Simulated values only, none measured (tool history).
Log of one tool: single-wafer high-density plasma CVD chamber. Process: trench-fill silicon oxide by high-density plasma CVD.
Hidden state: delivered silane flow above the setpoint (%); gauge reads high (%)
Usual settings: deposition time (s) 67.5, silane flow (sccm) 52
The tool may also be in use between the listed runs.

| run | hour | deposition time (s) | silane flow (sccm) | wafers since the last listed run | hours since the silane flow controller was replaced | hours since the gauge calibration | read-back reference wafer on the same gauge, thickness_nm | mean film thickness on the monitor wafer (nm) |
|---|---|---|---|---|---|---|---|---|
| 1 | 0 | 67.5 | 52 | 0 | 2305.8 | 114.4 | 291.977 | 341.991 |
| 2 | 10.8 | 76.3 | 45 | 205 | 2316.6 | 125.2 | 292.038 | 337.467 |
| 3 | 17.7 | 76.3 | 45 | 131 | 2323.5 | 132.1 | 292.045 | 338.081 |
| 4 | 33.7 | 67.5 | 52 | 304 | 2339.5 | 148.1 | 291.938 | 343.255 |
| 5 | 45.9 | 67.5 | 52 | 232 | 2351.7 | 160.3 | 291.94 | 343.68 |
| 6 | 57.1 | 67.5 | 52 | 213 | 2362.9 | 171.5 | 291.837 | 344.167 |
| 7 | 69.8 | 67.5 | 52 | 241 | 2375.6 | 184.2 | 291.866 | 342.379 |
| 8 | 83.2 | 67.5 | 52 | 255 | 2389 | 197.6 | 292.17 | 343.372 |
| 9 | 95.3 | 58.6 | 52 | 230 | 2401.1 | 209.7 | 292.079 | 297.808 |
| 10 | 108.3 | 58.6 | 52 | 247 | 2414.1 | 222.7 | 291.932 | 298.773 |
| 11 | 116.3 | 58.6 | 52 | 152 | 2422.1 | 230.7 | 291.944 | 296.543 |
| 12 | 125.5 | 67.5 | 60 | 175 | 2431.3 | 239.9 | 292.149 | 393.34 |
| 13 | 134.9 | 67.5 | 60 | 178 | 2440.7 | 249.3 | 291.872 | 393.544 |
| 14 | 145.8 | 67.5 | 59 | 207 | 2451.6 | 260.2 | 291.93 | 387.556 |
| 15 | 158.6 | 64.7 | 52 | 243 | 2464.4 | 273 | 291.776 | 329.426 |
| 16 | 166.9 | 64.7 | 52 | 158 | 2472.7 | 281.3 | 291.922 | 329.476 |
| 17 | 178.1 | 64.7 | 52 | 213 | 2483.9 | 292.5 | 292.143 | 328.945 |
| 18 | 188.4 | 67.5 | 49 | 196 | 2494.2 | 302.8 | 291.78 | 325.636 |
| 19 | 215.6 | 67.5 | 52 | 517 | 2521.4 | 330 | 292.165 | 345.845 |
| 20 | 232 | 67.5 | 52 | 312 | 2537.8 | 346.4 | 292.085 | 343.549 |
| 21 | 242.5 | 67.5 | 52 | 199 | 2548.3 | 356.9 | 292.089 | 345.093 |
| 22 | 259.1 | 67.5 | 52 | 316 | 2564.9 | 373.5 | 292.131 | 344.265 |
| 23 | 273 | 67.5 | 52 | 264 | 2578.8 | 387.4 | 291.986 | 345.095 |
| 24 | 280 | 67.5 | 55 | 133 | 2585.8 | 394.4 | 292.224 | 363.29 |
| 25 | 292.4 | 78.8 | 61 | 236 | 2598.2 | 406.8 | 292.179 | 467.396 |
| 26 | 301.2 | 61.2 | 52 | 167 | 2607 | 415.6 | 291.905 | 314.583 |
| 27 | 315.3 | 72.4 | 48 | 268 | 2621.1 | 429.7 | 292.082 | 344.446 |
| 28 | 352.8 | 75.3 | 48 | 714 | 2658.6 | 467.2 | 292.002 | 356.811 |
| 29 | 366.7 | 75.8 | 55 | 264 | 2672.5 | 481.1 | 291.979 | 409.921 |
| 30 | 383.3 | 67.5 | 52 | 316 | 2689.1 | 497.7 | 291.959 | 346.034 |
| 31 | 400.1 | 67.5 | 52 | 319 | 2705.9 | 514.5 | 291.873 | 345.629 |
|  | 421.7 | silane flow controller replaced |
| 32 | 422.2 | 72.3 | 58 | 268 | 0.5 | 536.6 | 291.922 | 395.305 |
| 33 | 427.8 | 67.5 | 52 | 106 | 6.1 | 542.2 | 292.058 | 333.629 |
| 34 | 441.1 | 67.5 | 52 | 253 | 19.4 | 555.5 | 292.127 | 333.358 |
| 35 | 447.4 | 57.6 | 43 | 119 | 25.7 | 561.8 | 292.21 | 239.949 |
| 36 | 460.5 | 80.3 | 46 | 249 | 38.8 | 574.9 | 291.968 | 355.299 |
| 37 | 472.2 | 67.5 | 45 | 222 | 50.5 | 586.6 | 292.196 | 291.785 |
|  | 488.9 | gauge calibrated |
| 38 | 515.1 | 76.5 | 45 | 816 | 93.4 | 26.2 | 291.916 | 331.025 |
| 39 | 530 | 62.8 | 42 | 283 | 108.3 | 41.1 | 291.949 | 255.309 |
| 40 | 582.5 | 76.7 | 55 | 999 | 160.8 | 93.6 | 291.849 | 399.456 |
| 41 | 597.6 | 67.5 | 47 | 287 | 175.9 | 108.7 | 292.094 | 305.139 |
| 42 | 615.4 | 75 | 46 | 338 | 193.7 | 126.5 | 292.104 | 329.824 |
| 43 | 622.6 | 73.5 | 61 | 137 | 200.9 | 133.7 | 291.893 | 422.527 |
| 44 | 630.7 | 73.6 | 46 | 154 | 209 | 141.8 | 291.918 | 325.378 |
| 45 | 637 | 58.9 | 55 | 119 | 215.3 | 148.1 | 292.045 | 307.411 |
| 46 | 648.6 | 79.3 | 60 | 220 | 226.9 | 159.7 | 292.077 | 448.9 |

Hidden state or all else? Some run-to-run changes of mean film thickness on the monitor wafer (nm), split into what the settings, what came in and random variation would give without the hidden state, and what is left for the hidden state (with any gauge scatter that isn't in both results):
Run 24 -> 25: deposition time (s) 67.5 -> 78.8, silane flow (sccm) 55 -> 61. mean film thickness on the monitor wafer (nm) +104.106: hidden state +4.656, all else +99.45.
Run 25 -> 26: deposition time (s) 78.8 -> 61.2, silane flow (sccm) 61 -> 52. mean film thickness on the monitor wafer (nm) -152.813: hidden state -6.566, all else -146.247.
Run 31 -> 32: deposition time (s) 67.5 -> 72.3, silane flow (sccm) 52 -> 58, silane flow controller replaced. mean film thickness on the monitor wafer (nm) +49.676: hidden state -11.38, all else +61.056.
Run 39 -> 40: deposition time (s) 62.8 -> 76.7, silane flow (sccm) 42 -> 55. mean film thickness on the monitor wafer (nm) +144.147: hidden state +1.769, all else +142.378.
Run 45 -> 46: deposition time (s) 58.9 -> 79.3, silane flow (sccm) 55 -> 60. mean film thickness on the monitor wafer (nm) +141.489: hidden state +1.746, all else +139.743.
